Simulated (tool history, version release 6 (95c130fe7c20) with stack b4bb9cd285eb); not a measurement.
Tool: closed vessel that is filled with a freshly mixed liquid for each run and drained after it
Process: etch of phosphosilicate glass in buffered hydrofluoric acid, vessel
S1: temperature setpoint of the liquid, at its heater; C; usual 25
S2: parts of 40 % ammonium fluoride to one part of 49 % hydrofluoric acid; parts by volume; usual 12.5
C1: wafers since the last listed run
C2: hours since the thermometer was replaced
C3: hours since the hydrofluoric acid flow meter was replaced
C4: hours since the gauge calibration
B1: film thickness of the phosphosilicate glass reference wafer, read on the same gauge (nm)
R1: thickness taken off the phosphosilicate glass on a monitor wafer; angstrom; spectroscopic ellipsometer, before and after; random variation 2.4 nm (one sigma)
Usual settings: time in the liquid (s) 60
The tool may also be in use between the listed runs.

{"run": 1, "hour": 0.0, "S1": 25, "S2": 12.5, "time in the liquid (s)": 60, "C1": 0, "C2": 2105.9, "C3": 241.1, "C4": 1042.3, "B1": 120, "R1": 2362.5}
{"run": 2, "hour": 13.9, "S1": 25, "S2": 12.5, "time in the liquid (s)": 60, "C1": 1885, "C2": 2119.8, "C3": 255, "C4": 1056.2, "B1": 120.01, "R1": 2323.3}
{"run": 3, "hour": 32.9, "S1": 25, "S2": 12.5, "time in the liquid (s)": 60, "C1": 2577, "C2": 2138.8, "C3": 274, "C4": 1075.2, "B1": 120, "R1": 2353.3}
{"run": 4, "hour": 63.2, "S1": 25, "S2": 12.5, "time in the liquid (s)": 60, "C1": 4110, "C2": 2169.1, "C3": 304.3, "C4": 1105.5, "B1": 120, "R1": 2354.8}
{"run": 5, "hour": 83.1, "S1": 25, "S2": 12.5, "time in the liquid (s)": 60, "C1": 2699, "C2": 2189, "C3": 324.2, "C4": 1125.4, "B1": 119.98, "R1": 2318.2}
{"hour": 113.3, "done": "thermometer replaced"}
{"run": 6, "hour": 139.4, "S1": 25, "S2": 12.5, "time in the liquid (s)": 60, "C1": 7501, "C2": 26.1, "C3": 380.5, "C4": 1181.7, "B1": 119.99, "R1": 2370.8}
{"run": 7, "hour": 155.5, "S1": 25, "S2": 12.5, "time in the liquid (s)": 60, "C1": 2184, "C2": 42.2, "C3": 396.6, "C4": 1197.8, "B1": 120, "R1": 2344.1}
{"run": 8, "hour": 190.2, "S1": 25, "S2": 12.5, "time in the liquid (s)": 60, "C1": 4707, "C2": 76.9, "C3": 431.3, "C4": 1232.5, "B1": 119.98, "R1": 2313.2}
{"run": 9, "hour": 223.7, "S1": 25, "S2": 12.5, "time in the liquid (s)": 50, "C1": 4544, "C2": 110.4, "C3": 464.8, "C4": 1266, "B1": 120, "R1": 1932.9}
{"run": 10, "hour": 249.7, "S1": 22.5, "S2": 7.5, "time in the liquid (s)": 60, "C1": 3527, "C2": 136.4, "C3": 490.8, "C4": 1292, "B1": 120, "R1": 3224.9}
{"run": 11, "hour": 278.3, "S1": 25, "S2": 12.5, "time in the liquid (s)": 60, "C1": 3879, "C2": 165, "C3": 519.4, "C4": 1320.6, "B1": 120, "R1": 2282.5}
{"run": 12, "hour": 355.6, "S1": 25, "S2": 12.5, "time in the liquid (s)": 60, "C1": 10486, "C2": 242.3, "C3": 596.7, "C4": 1397.9, "B1": 120, "R1": 2282.1}
{"run": 13, "hour": 371.6, "S1": 27.5, "S2": 16, "time in the liquid (s)": 75, "C1": 2170, "C2": 258.3, "C3": 612.7, "C4": 1413.9, "B1": 120, "R1": 2553.2}
{"hour": 464.2, "done": "gauge calibrated"}
{"run": 14, "hour": 475.7, "S1": 25, "S2": 14, "time in the liquid (s)": 80, "C1": 14122, "C2": 362.4, "C3": 716.8, "C4": 11.5, "B1": 119.99, "R1": 2668.8}
{"run": 15, "hour": 502.9, "S1": 25, "S2": 12.5, "time in the liquid (s)": 60, "C1": 3689, "C2": 389.6, "C3": 744, "C4": 38.7, "B1": 119.99, "R1": 2232.2}
{"run": 16, "hour": 526.4, "S1": 28.5, "S2": 12.5, "time in the liquid (s)": 40, "C1": 3187, "C2": 413.1, "C3": 767.5, "C4": 62.2, "B1": 119.98, "R1": 1776.3}
{"run": 17, "hour": 551.4, "S1": 25, "S2": 12.5, "time in the liquid (s)": 60, "C1": 3391, "C2": 438.1, "C3": 792.5, "C4": 87.2, "B1": 120.02, "R1": 2201.1}
{"run": 18, "hour": 585.5, "S1": 25, "S2": 12.5, "time in the liquid (s)": 60, "C1": 4625, "C2": 472.2, "C3": 826.6, "C4": 121.3, "B1": 120, "R1": 2192.6}
{"run": 19, "hour": 614.9, "S1": 23, "S2": 14.5, "time in the liquid (s)": 90, "C1": 3988, "C2": 501.6, "C3": 856, "C4": 150.7, "B1": 120, "R1": 2557.5}
{"run": 20, "hour": 650.8, "S1": 25, "S2": 15, "time in the liquid (s)": 60, "C1": 4870, "C2": 537.5, "C3": 891.9, "C4": 186.6, "B1": 119.98, "R1": 1843.1}
{"run": 21, "hour": 672.7, "S1": 22, "S2": 16, "time in the liquid (s)": 75, "C1": 2970, "C2": 559.4, "C3": 913.8, "C4": 208.5, "B1": 120, "R1": 1813.9}
{"hour": 682.3, "done": "hydrofluoric acid flow meter replaced"}
{"run": 22, "hour": 702.9, "S1": 23.5, "S2": 12.5, "time in the liquid (s)": 60, "C1": 3961, "C2": 589.6, "C3": 20.6, "C4": 238.7, "B1": 119.99, "R1": 2181.6}
{"run": 23, "hour": 720.8, "S1": 25, "S2": 8.5, "time in the liquid (s)": 60, "C1": 2428, "C2": 607.5, "C3": 38.5, "C4": 256.6, "B1": 120.02, "R1": 3346.4}
{"run": 24, "hour": 754.5, "S1": 25, "S2": 12.5, "time in the liquid (s)": 60, "C1": 4571, "C2": 641.2, "C3": 72.2, "C4": 290.3, "B1": 120, "R1": 2390.8}
{"run": 25, "hour": 769.3, "S1": 22.5, "S2": 12.5, "time in the liquid (s)": 60, "C1": 2007, "C2": 656, "C3": 87, "C4": 305.1, "B1": 119.99, "R1": 2085.7}
{"run": 26, "hour": 803.2, "S1": 23, "S2": 12.5, "time in the liquid (s)": 60, "C1": 4598, "C2": 689.9, "C3": 120.9, "C4": 339, "B1": 120.01, "R1": 2161.9}
{"run": 27, "hour": 828.9, "S1": 25, "S2": 15, "time in the liquid (s)": 60, "C1": 3486, "C2": 715.6, "C3": 146.6, "C4": 364.7, "B1": 120.02, "R1": 2015.3}
{"run": 28, "hour": 854.3, "S1": 27.5, "S2": 12.5, "time in the liquid (s)": 60, "C1": 3445, "C2": 741, "C3": 172, "C4": 390.1, "B1": 120.01, "R1": 2706.3}
{"run": 29, "hour": 886.9, "S1": 25, "S2": 12.5, "time in the liquid (s)": 60, "C1": 4422, "C2": 773.6, "C3": 204.6, "C4": 422.7, "B1": 120, "R1": 2325}
{"run": 30, "hour": 908.7, "S1": 28.5, "S2": 10.5, "time in the liquid (s)": 80, "C1": 2957, "C2": 795.4, "C3": 226.4, "C4": 444.5, "B1": 120, "R1": 4470.1}
{"run": 31, "hour": 929.5, "S1": 25, "S2": 12.5, "time in the liquid (s)": 60, "C1": 2821, "C2": 816.2, "C3": 247.2, "C4": 465.3, "B1": 119.99, "R1": 2385.3}
{"run": 32, "hour": 952.7, "S1": 25, "S2": 16, "time in the liquid (s)": 45, "C1": 3147, "C2": 839.4, "C3": 270.4, "C4": 488.5, "B1": 119.99, "R1": 1397.9}
{"run": 33, "hour": 970.5, "S1": 25, "S2": 12.5, "time in the liquid (s)": 60, "C1": 2414, "C2": 857.2, "C3": 288.2, "C4": 506.3, "B1": 120, "R1": 2324.9}

Some steps in R1 between neighbouring runs. How much of each would the tool show without its hidden state too (settings, what came in, random variation), and how much is left for the hidden state, with any gauge scatter that isn't in both results?
The hidden state here: liquid hotter than its thermometer reads (K); hydrofluoric acid flow below the setpoint (%); gauge reads high (%).
Run 9 -> 10: S1 25 -> 22.5, S2 12.5 -> 7.5, time in the liquid (s) 50 -> 60. R1 +1292 angstrom: hidden state -91.9, all else +1383.9.
Run 10 -> 11: S1 22.5 -> 25, S2 7.5 -> 12.5. R1 -942.4 angstrom: hidden state +61.8, all else -1004.2.
Run 21 -> 22: S1 22 -> 23.5, S2 16 -> 12.5, time in the liquid (s) 75 -> 60, hydrofluoric acid flow meter replaced. R1 +367.7 angstrom: hidden state +168.7, all else +199.
Run 29 -> 30: S1 25 -> 28.5, S2 12.5 -> 10.5, time in the liquid (s) 60 -> 80. R1 +2145.1 angstrom: hidden state -53.7, all else +2198.8.
Run 30 -> 31: S1 28.5 -> 25, S2 10.5 -> 12.5, time in the liquid (s) 80 -> 60. R1 -2084.8 angstrom: hidden state +42.6, all else -2127.4.
